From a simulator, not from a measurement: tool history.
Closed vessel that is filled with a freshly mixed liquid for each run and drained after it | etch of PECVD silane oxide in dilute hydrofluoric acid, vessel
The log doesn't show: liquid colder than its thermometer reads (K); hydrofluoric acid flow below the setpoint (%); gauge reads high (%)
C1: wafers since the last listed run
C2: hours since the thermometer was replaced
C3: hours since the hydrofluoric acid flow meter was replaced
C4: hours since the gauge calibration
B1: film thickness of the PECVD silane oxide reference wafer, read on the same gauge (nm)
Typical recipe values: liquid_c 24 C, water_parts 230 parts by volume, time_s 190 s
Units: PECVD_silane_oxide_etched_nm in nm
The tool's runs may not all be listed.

{"run": 1, "hour": 0.0, "liquid_c": 24, "water_parts": 230, "time_s": 250, "C1": 0, "C2": 1103.6, "C3": 122.7, "C4": 257.2, "B1": 40, "PECVD_silane_oxide_etched_nm": 48.61}
{"run": 2, "hour": 56.9, "liquid_c": 24, "water_parts": 230, "time_s": 250, "C1": 4875, "C2": 1160.5, "C3": 179.6, "C4": 314.1, "B1": 39.99, "PECVD_silane_oxide_etched_nm": 48.4}
{"run": 3, "hour": 99.9, "liquid_c": 24, "water_parts": 295, "time_s": 125, "C1": 3684, "C2": 1203.5, "C3": 222.6, "C4": 357.1, "B1": 40, "PECVD_silane_oxide_etched_nm": 17.7}
{"run": 4, "hour": 202.8, "liquid_c": 24, "water_parts": 295, "time_s": 125, "C1": 8816, "C2": 1306.4, "C3": 325.5, "C4": 460, "B1": 39.97, "PECVD_silane_oxide_etched_nm": 17.43}
{"run": 5, "hour": 482.0, "liquid_c": 24, "water_parts": 230, "time_s": 190, "C1": 23921, "C2": 1585.6, "C3": 604.7, "C4": 739.2, "B1": 40.02, "PECVD_silane_oxide_etched_nm": 35.88}
{"run": 6, "hour": 529.3, "liquid_c": 24, "water_parts": 230, "time_s": 190, "C1": 4052, "C2": 1632.9, "C3": 652, "C4": 786.5, "B1": 40, "PECVD_silane_oxide_etched_nm": 35.3}
{"hour": 547.2, "done": "hydrofluoric acid flow meter replaced"}
{"run": 7, "hour": 617.1, "liquid_c": 24, "water_parts": 230, "time_s": 190, "C1": 7436, "C2": 1720.7, "C3": 69.9, "C4": 874.3, "B1": 40.02, "PECVD_silane_oxide_etched_nm": 37.4}
{"run": 8, "hour": 852.4, "liquid_c": 24, "water_parts": 230, "time_s": 190, "C1": 20160, "C2": 1956, "C3": 305.2, "C4": 1109.6, "B1": 40, "PECVD_silane_oxide_etched_nm": 36.41}
{"run": 9, "hour": 943.0, "liquid_c": 24, "water_parts": 230, "time_s": 190, "C1": 7762, "C2": 2046.6, "C3": 395.8, "C4": 1200.2, "B1": 40, "PECVD_silane_oxide_etched_nm": 36.32}
{"hour": 983.0, "done": "thermometer replaced"}
{"run": 10, "hour": 1021.3, "liquid_c": 24, "water_parts": 230, "time_s": 190, "C1": 6622, "C2": 38.3, "C3": 474.1, "C4": 1278.5, "B1": 40.01, "PECVD_silane_oxide_etched_nm": 36.23}
{"run": 11, "hour": 1070.3, "liquid_c": 24, "water_parts": 230, "time_s": 190, "C1": 4198, "C2": 87.3, "C3": 523.1, "C4": 1327.5, "B1": 39.99, "PECVD_silane_oxide_etched_nm": 36.12}
{"hour": 1118.5, "done": "gauge calibrated"}
{"hour": 1123.3, "done": "hydrofluoric acid flow meter replaced"}
{"run": 12, "hour": 1128.1, "liquid_c": 24, "water_parts": 230, "time_s": 230, "C1": 4866, "C2": 145.1, "C3": 4.8, "C4": 9.6, "B1": 40.01, "PECVD_silane_oxide_etched_nm": 45.27}
{"run": 13, "hour": 1203.1, "liquid_c": 24, "water_parts": 230, "time_s": 230, "C1": 6425, "C2": 220.1, "C3": 79.8, "C4": 84.6, "B1": 39.98, "PECVD_silane_oxide_etched_nm": 44.96}
{"run": 14, "hour": 1286.4, "liquid_c": 24, "water_parts": 230, "time_s": 190, "C1": 7137, "C2": 303.4, "C3": 163.1, "C4": 167.9, "B1": 40.01, "PECVD_silane_oxide_etched_nm": 36.83}
{"run": 15, "hour": 1388.7, "liquid_c": 26.5, "water_parts": 230, "time_s": 105, "C1": 8764, "C2": 405.7, "C3": 265.4, "C4": 270.2, "B1": 40.01, "PECVD_silane_oxide_etched_nm": 22.07}

Run 16, settings as shown, results not yet in. Your forecast:
{"run": 16, "hour": 1464.7, "liquid_c": 22, "water_parts": 180, "time_s": 225, "C1": 6511, "C2": 481.7, "C3": 341.4, "C4": 346.2, "B1": "?", "PECVD_silane_oxide_etched_nm": "?"}

B1: 40
PECVD_silane_oxide_etched_nm: 54.4 nm
Without the tool's hidden state the same run would have given PECVD_silane_oxide_etched_nm 56.19 nm.
